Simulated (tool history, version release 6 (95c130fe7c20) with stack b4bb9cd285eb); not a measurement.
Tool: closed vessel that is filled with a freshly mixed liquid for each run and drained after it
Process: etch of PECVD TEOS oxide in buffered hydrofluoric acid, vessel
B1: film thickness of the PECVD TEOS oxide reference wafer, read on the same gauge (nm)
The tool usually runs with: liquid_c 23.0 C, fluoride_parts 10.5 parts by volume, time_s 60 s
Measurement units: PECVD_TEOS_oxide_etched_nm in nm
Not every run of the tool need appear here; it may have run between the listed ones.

Run 1, day 0.000: usual settings; B1 80.01. Result: PECVD_TEOS_oxide_etched_nm 223.97 nm.
At day 0.600: thermometer replaced.
Run 2, day 0.925: usual settings; B1 80.02. Result: PECVD_TEOS_oxide_etched_nm 199.02 nm.
Run 3, day 1.542: usual settings; B1 80.05. Result: PECVD_TEOS_oxide_etched_nm 198.62 nm.
Run 4, day 4.054: usual settings; B1 80.03. Result: PECVD_TEOS_oxide_etched_nm 198.73 nm.
Run 5, day 5.442: usual settings but liquid_c 21.5 C; B1 80.03. Result: PECVD_TEOS_oxide_etched_nm 182.56 nm.
Run 6, day 6.850: usual settings; B1 79.98. Result: PECVD_TEOS_oxide_etched_nm 199.25 nm.
Run 7, day 8.100: usual settings; B1 80.02. Result: PECVD_TEOS_oxide_etched_nm 199.61 nm.
Run 8, day 9.000: usual settings; B1 80.00. Result: PECVD_TEOS_oxide_etched_nm 200.64 nm.
At day 9.233: gauge calibrated.
Run 9, day 10.154: usual settings but liquid_c 26.5 C, time_s 45 s; B1 80.00. Result: PECVD_TEOS_oxide_etched_nm 182.00 nm.
Run 10, day 10.988: usual settings but liquid_c 26.5 C, fluoride_parts 14.5 parts by volume, time_s 45 s; B1 79.99. Result: PECVD_TEOS_oxide_etched_nm 132.42 nm.
Run 11, day 11.892: usual settings but liquid_c 26.0 C, fluoride_parts 14.5 parts by volume, time_s 90 s; B1 80.04. Result: PECVD_TEOS_oxide_etched_nm 263.26 nm.
Run 12, day 12.967: usual settings; B1 80.00. Result: PECVD_TEOS_oxide_etched_nm 203.31 nm.
Run 13, day 14.062: usual settings but liquid_c 20.0 C, fluoride_parts 8.5 parts by volume, time_s 30 s; B1 80.03. Result: PECVD_TEOS_oxide_etched_nm 102.74 nm.
Run 14, day 15.500: usual settings but liquid_c 26.0 C, fluoride_parts 13.5 parts by volume, time_s 50 s; B1 80.00. Result: PECVD_TEOS_oxide_etched_nm 156.48 nm.
Run 15, day 16.771: usual settings; B1 80.03. Result: PECVD_TEOS_oxide_etched_nm 203.69 nm.
At day 18.167: hydrofluoric acid flow meter replaced.
Run 16, day 18.254: usual settings; B1 80.02. Result: PECVD_TEOS_oxide_etched_nm 201.82 nm.
Run 17, day 19.538: usual settings but fluoride_parts 12.0 parts by volume; B1 79.99. Result: PECVD_TEOS_oxide_etched_nm 180.19 nm.
Run 18, day 22.588: usual settings; B1 80.00. Result: PECVD_TEOS_oxide_etched_nm 205.91 nm.
Run 19, day 23.350: usual settings but fluoride_parts 8.0 parts by volume; B1 79.99. Result: PECVD_TEOS_oxide_etched_nm 261.53 nm.
Run 20, day 24.004: usual settings but liquid_c 18.5 C, fluoride_parts 8.5 parts by volume, time_s 70 s; B1 80.00. Result: PECVD_TEOS_oxide_etched_nm 223.73 nm.
Run 21, day 24.904: usual settings; B1 80.01. Result: PECVD_TEOS_oxide_etched_nm 205.19 nm.
Run 22, day 25.529: usual settings but liquid_c 20.0 C, fluoride_parts 13.0 parts by volume, time_s 90 s; B1 80.01. Result: PECVD_TEOS_oxide_etched_nm 212.00 nm.
Run 23, day 27.896: usual settings but fluoride_parts 12.5 parts by volume; B1 79.98. Result: PECVD_TEOS_oxide_etched_nm 176.03 nm.
Run 24, day 28.600: usual settings but liquid_c 25.5 C; B1 79.95. Result: PECVD_TEOS_oxide_etched_nm 234.13 nm.
Run 25, day 29.908: usual settings; B1 79.99. Result: PECVD_TEOS_oxide_etched_nm 205.66 nm.
Run 26, day 31.275: usual settings; B1 79.96. Result: PECVD_TEOS_oxide_etched_nm 208.05 nm.
Run 27, day 32.046: usual settings but fluoride_parts 7.5 parts by volume, time_s 50 s; B1 79.97. Result: PECVD_TEOS_oxide_etched_nm 232.52 nm.
Run 28, day 32.675: usual settings; B1 79.98. Result: PECVD_TEOS_oxide_etched_nm 208.11 nm.
Run 29, day 33.729: usual settings but liquid_c 20.0 C, fluoride_parts 8.5 parts by volume, time_s 30 s; B1 79.99. Result: PECVD_TEOS_oxide_etched_nm 105.67 nm.
Run 30, day 34.996: usual settings but liquid_c 27.5 C, fluoride_parts 6.5 parts by volume, time_s 75 s; B1 80.01. Result: PECVD_TEOS_oxide_etched_nm 519.86 nm.
Run 31, day 35.608: usual settings but liquid_c 26.0 C, fluoride_parts 13.5 parts by volume; B1 80.00. Result: PECVD_TEOS_oxide_etched_nm 191.45 nm.
Run 32, day 36.304: usual settings but liquid_c 26.5 C, fluoride_parts 14.5 parts by volume, time_s 45 s; B1 79.99. Result: PECVD_TEOS_oxide_etched_nm 139.95 nm.
Run 33, day 37.267: usual settings but fluoride_parts 13.0 parts by volume, time_s 80 s; B1 80.03. Result: PECVD_TEOS_oxide_etched_nm 226.63 nm.

Run-by-run hidden state of the tool:
hydrofluoric acid flow below the setpoint (%): 0 at every run
gauge reads high (%): 0 at every run
H1: liquid hotter than its thermometer reads (K)
run     H1
  1   2.43
  2  0.256
  3  0.274
  4  0.348
  5  0.389
  6   0.43
  7  0.467
  8  0.493
  9  0.527
 10  0.552
 11  0.578
 12   0.61
 13  0.642
 14  0.684
 15  0.722
 16  0.765
 17  0.803
 18  0.892
 19  0.915
 20  0.934
 21   0.96
 22  0.979
 23   1.05
 24   1.07
 25   1.11
 26   1.15
 27   1.17
 28   1.19
 29   1.22
 30   1.26
 31   1.27
 32    1.3
 33   1.32

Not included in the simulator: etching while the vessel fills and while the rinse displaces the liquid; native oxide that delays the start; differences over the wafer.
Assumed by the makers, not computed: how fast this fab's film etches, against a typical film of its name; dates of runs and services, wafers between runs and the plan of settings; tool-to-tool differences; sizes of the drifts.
